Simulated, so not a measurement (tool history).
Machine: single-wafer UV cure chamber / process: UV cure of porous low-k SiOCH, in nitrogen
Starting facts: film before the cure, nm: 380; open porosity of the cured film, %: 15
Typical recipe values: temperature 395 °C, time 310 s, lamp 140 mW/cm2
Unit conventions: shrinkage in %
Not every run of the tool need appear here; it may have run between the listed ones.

run 1 hour=0.0 | temperature=395 time=310 lamp=140 | shrinkage=13.040
run 2 hour=107.3 | temperature=395 time=310 lamp=140 | shrinkage=12.352
run 3 hour=160.8 | temperature=395 time=310 lamp=140 | shrinkage=12.623
run 4 hour=208.6 | temperature=395 time=310 lamp=140 | shrinkage=12.602
run 5 hour=291.0 | temperature=395 time=310 lamp=140 | shrinkage=12.289
-- hour=333.5 quartz window cleaned
run 6 hour=342.0 | temperature=395 time=310 lamp=140 | shrinkage=13.288
run 7 hour=389.7 | temperature=395 time=310 lamp=140 | shrinkage=12.958
run 8 hour=451.5 | temperature=399 time=310 lamp=109 | shrinkage=11.440
run 9 hour=530.3 | temperature=395 time=310 lamp=140 | shrinkage=12.626
run 10 hour=610.2 | temperature=395 time=310 lamp=149 | shrinkage=12.921
run 11 hour=682.3 | temperature=395 time=310 lamp=140 | shrinkage=12.523
run 12 hour=751.3 | temperature=395 time=310 lamp=140 | shrinkage=12.690
run 13 hour=852.6 | temperature=395 time=310 lamp=140 | shrinkage=12.078
-- hour=886.3 quartz window cleaned
run 14 hour=890.5 | temperature=395 time=310 lamp=140 | shrinkage=12.709
run 15 hour=977.2 | temperature=395 time=310 lamp=140 | shrinkage=13.103
run 16 hour=1013.5 | temperature=395 time=310 lamp=140 | shrinkage=13.310
run 17 hour=1052.1 | temperature=395 time=310 lamp=140 | shrinkage=12.562
run 18 hour=1120.8 | temperature=395 time=310 lamp=140 | shrinkage=12.902
run 19 hour=1182.8 | temperature=414 time=415 lamp=140 | shrinkage=14.004
run 20 hour=1286.7 | temperature=402 time=380 lamp=180 | shrinkage=14.699
run 21 hour=1349.6 | temperature=384 time=310 lamp=116 | shrinkage=11.463
-- hour=1372.8 quartz window cleaned
run 22 hour=1413.4 | temperature=395 time=310 lamp=140 | shrinkage=13.117
-- hour=1461.9 UV bulbs replaced
run 23 hour=1508.7 | temperature=403 time=225 lamp=108 | shrinkage=10.518
run 24 hour=1545.5 | temperature=381 time=240 lamp=155 | shrinkage=11.867
run 25 hour=1613.5 | temperature=382 time=195 lamp=127 | shrinkage=10.411
run 26 hour=1692.1 | temperature=375 time=250 lamp=163 | shrinkage=11.895
run 27 hour=1847.2 | temperature=395 time=310 lamp=140 | shrinkage=12.047
-- hour=1880.4 quartz window cleaned
run 28 hour=1919.6 | temperature=395 time=310 lamp=140 | shrinkage=12.962
run 29 hour=2003.5 | temperature=395 time=310 lamp=140 | shrinkage=12.601
run 30 hour=2094.9 | temperature=412 time=250 lamp=160 | shrinkage=12.887
run 31 hour=2198.8 | temperature=395 time=310 lamp=140 | shrinkage=12.522
run 32 hour=2241.2 | temperature=395 time=475 lamp=140 | shrinkage=14.414
run 33 hour=2283.8 | temperature=401 time=310 lamp=140 | shrinkage=12.728
run 34 hour=2369.9 | temperature=395 time=310 lamp=140 | shrinkage=11.919
-- hour=2421.6 quartz window cleaned
run 35 hour=2477.3 | temperature=395 time=175 lamp=140 | shrinkage=10.479
run 36 hour=2575.4 | temperature=395 time=310 lamp=140 | shrinkage=13.100
run 37 hour=2648.4 | temperature=382 time=310 lamp=117 | shrinkage=11.453

Hidden state or all else? Some run-to-run changes of shrinkage, split into what the settings, what came in and random variation would give without the hidden state, and what is left for the hidden state (with any gauge scatter that isn't in both results):
Hidden state at play: lamp output below its setpoint, %; transmission lost against a clean window, %.
Run 13 -> 14: quartz window cleaned. shrinkage +0.631 %: hidden state +1.046, all else -0.415.
Run 20 -> 21: temperature 402 -> 384, time 380 -> 310, lamp 180 -> 116. shrinkage -3.236 %: hidden state -0.105, all else -3.131.
Run 21 -> 22: temperature 384 -> 395, lamp 116 -> 140, quartz window cleaned. shrinkage +1.654 %: hidden state +0.816, all else +0.838.
Run 22 -> 23: temperature 395 -> 403, time 310 -> 225, lamp 140 -> 108, UV bulbs replaced. shrinkage -2.599 %: hidden state -0.156, all else -2.443.
Run 34 -> 35: time 310 -> 175, quartz window cleaned. shrinkage -1.440 %: hidden state +0.850, all else -2.290.
Run 35 -> 36: time 175 -> 310. shrinkage +2.621 %: hidden state -0.196, all else +2.817.
